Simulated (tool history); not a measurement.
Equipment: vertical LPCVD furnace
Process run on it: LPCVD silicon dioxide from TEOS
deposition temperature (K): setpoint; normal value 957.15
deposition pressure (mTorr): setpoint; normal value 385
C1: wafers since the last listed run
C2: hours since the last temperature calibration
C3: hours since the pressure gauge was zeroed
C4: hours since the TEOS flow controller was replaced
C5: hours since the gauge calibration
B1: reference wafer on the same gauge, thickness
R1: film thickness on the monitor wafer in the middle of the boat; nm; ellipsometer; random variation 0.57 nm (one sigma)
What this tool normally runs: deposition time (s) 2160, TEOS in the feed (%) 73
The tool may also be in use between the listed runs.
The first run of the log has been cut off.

run 2 hour=39 | deposition_temperature_(K)=957.15 deposition_pressure_(mTorr)=345 deposition_time_(s)=2160 TEOS_in_the_feed_(%)=73 | C1=632 C2=1842.9 C3=1772.3 C4=5467.9 C5=836.7 | B1=208.52 | R1=206.29
run 3 hour=77.3 | deposition_temperature_(K)=957.15 deposition_pressure_(mTorr)=345 deposition_time_(s)=2160 TEOS_in_the_feed_(%)=73 | C1=621 C2=1881.2 C3=1810.6 C4=5506.2 C5=875 | B1=208.75 | R1=206.85
run 4 hour=149.2 | deposition_temperature_(K)=957.15 deposition_pressure_(mTorr)=345 deposition_time_(s)=2160 TEOS_in_the_feed_(%)=73 | C1=1165 C2=1953.1 C3=1882.5 C4=5578.1 C5=946.9 | B1=209.14 | R1=206.87
run 5 hour=200.2 | deposition_temperature_(K)=957.15 deposition_pressure_(mTorr)=450 deposition_time_(s)=2160 TEOS_in_the_feed_(%)=73 | C1=826 C2=2004.1 C3=1933.5 C4=5629.1 C5=997.9 | B1=209.54 | R1=236.17
run 6 hour=234.6 | deposition_temperature_(K)=957.15 deposition_pressure_(mTorr)=385 deposition_time_(s)=2160 TEOS_in_the_feed_(%)=73 | C1=557 C2=2038.5 C3=1967.9 C4=5663.5 C5=1032.3 | B1=209.56 | R1=219.08
run 7 hour=281.8 | deposition_temperature_(K)=957.15 deposition_pressure_(mTorr)=385 deposition_time_(s)=2160 TEOS_in_the_feed_(%)=73 | C1=765 C2=2085.7 C3=2015.1 C4=5710.7 C5=1079.5 | B1=210.09 | R1=219.64
run 8 hour=314.4 | deposition_temperature_(K)=966.15 deposition_pressure_(mTorr)=430 deposition_time_(s)=2160 TEOS_in_the_feed_(%)=73 | C1=528 C2=2118.3 C3=2047.7 C4=5743.3 C5=1112.1 | B1=210.09 | R1=286.58
run 9 hour=344 | deposition_temperature_(K)=966.15 deposition_pressure_(mTorr)=430 deposition_time_(s)=2160 TEOS_in_the_feed_(%)=73 | C1=479 C2=2147.9 C3=2077.3 C4=5772.9 C5=1141.7 | B1=210.1 | R1=286.91
run 10 hour=385.9 | deposition_temperature_(K)=957.15 deposition_pressure_(mTorr)=385 deposition_time_(s)=2160 TEOS_in_the_feed_(%)=73 | C1=679 C2=2189.8 C3=2119.2 C4=5814.8 C5=1183.6 | B1=210.51 | R1=217.98
-- hour=396.3 gauge calibrated
run 11 hour=448.9 | deposition_temperature_(K)=957.15 deposition_pressure_(mTorr)=385 deposition_time_(s)=2160 TEOS_in_the_feed_(%)=73 | C1=1021 C2=2252.8 C3=2182.2 C4=5877.8 C5=52.6 | B1=204.42 | R1=212.86
run 12 hour=477 | deposition_temperature_(K)=957.15 deposition_pressure_(mTorr)=385 deposition_time_(s)=2160 TEOS_in_the_feed_(%)=73 | C1=455 C2=2280.9 C3=2210.3 C4=5905.9 C5=80.7 | B1=204.86 | R1=214.12
run 13 hour=530.3 | deposition_temperature_(K)=957.15 deposition_pressure_(mTorr)=385 deposition_time_(s)=2160 TEOS_in_the_feed_(%)=73 | C1=864 C2=2334.2 C3=2263.6 C4=5959.2 C5=134 | B1=204.79 | R1=213.65
run 14 hour=590.8 | deposition_temperature_(K)=957.15 deposition_pressure_(mTorr)=385 deposition_time_(s)=2160 TEOS_in_the_feed_(%)=73 | C1=980 C2=2394.7 C3=2324.1 C4=6019.7 C5=194.5 | B1=205.07 | R1=213.25
run 15 hour=655.1 | deposition_temperature_(K)=957.15 deposition_pressure_(mTorr)=385 deposition_time_(s)=1890 TEOS_in_the_feed_(%)=66 | C1=1042 C2=2459 C3=2388.4 C4=6084 C5=258.8 | B1=205.51 | R1=177.96
run 16 hour=726.7 | deposition_temperature_(K)=957.15 deposition_pressure_(mTorr)=455 deposition_time_(s)=2160 TEOS_in_the_feed_(%)=61 | C1=1160 C2=2530.6 C3=2460 C4=6155.6 C5=330.4 | B1=205.97 | R1=213.12
run 17 hour=797.5 | deposition_temperature_(K)=957.15 deposition_pressure_(mTorr)=385 deposition_time_(s)=1890 TEOS_in_the_feed_(%)=66 | C1=1147 C2=2601.4 C3=2530.8 C4=6226.4 C5=401.2 | B1=206.25 | R1=179.15
-- hour=834.7 pressure gauge zeroed
run 18 hour=863.5 | deposition_temperature_(K)=957.15 deposition_pressure_(mTorr)=435 deposition_time_(s)=2700 TEOS_in_the_feed_(%)=73 | C1=681 C2=2667.4 C3=28.8 C4=6292.4 C5=467.2 | B1=206.97 | R1=287.37
run 19 hour=908.5 | deposition_temperature_(K)=967.15 deposition_pressure_(mTorr)=450 deposition_time_(s)=1830 TEOS_in_the_feed_(%)=60 | C1=729 C2=2712.4 C3=73.8 C4=6337.4 C5=512.2 | B1=206.99 | R1=226.82
-- hour=961.8 thermocouples replaced and temperature profile calibrated
run 20 hour=976.6 | deposition_temperature_(K)=948.15 deposition_pressure_(mTorr)=455 deposition_time_(s)=2850 TEOS_in_the_feed_(%)=81 | C1=715 C2=14.8 C3=141.9 C4=6405.5 C5=580.3 | B1=207.63 | R1=262.66
run 21 hour=1045.8 | deposition_temperature_(K)=957.15 deposition_pressure_(mTorr)=385 deposition_time_(s)=2160 TEOS_in_the_feed_(%)=73 | C1=1122 C2=84 C3=211.1 C4=6474.7 C5=649.5 | B1=208.02 | R1=215.8
run 22 hour=1115.6 | deposition_temperature_(K)=950.15 deposition_pressure_(mTorr)=335 deposition_time_(s)=2160 TEOS_in_the_feed_(%)=73 | C1=1131 C2=153.8 C3=280.9 C4=6544.5 C5=719.3 | B1=208.14 | R1=170.31
-- hour=1153.5 TEOS flow controller replaced
run 23 hour=1247.8 | deposition_temperature_(K)=957.15 deposition_pressure_(mTorr)=385 deposition_time_(s)=2160 TEOS_in_the_feed_(%)=60 | C1=1754 C2=286 C3=413.1 C4=94.3 C5=851.5 | B1=208.97 | R1=197.31

Estimate the outcome of run 24 from the log above:
run 24 hour=1292.7 | deposition_temperature_(K)=962.15 deposition_pressure_(mTorr)=385 deposition_time_(s)=2160 TEOS_in_the_feed_(%)=73 | C1=728 C2=330.9 C3=458 C4=139.2 C5=896.4 | B1=? | R1=?

Run 24 measured B1 209.36, R1 244.31 nm.
Minus the tool's unlogged condition, the same run would have read R1 238.19 nm.
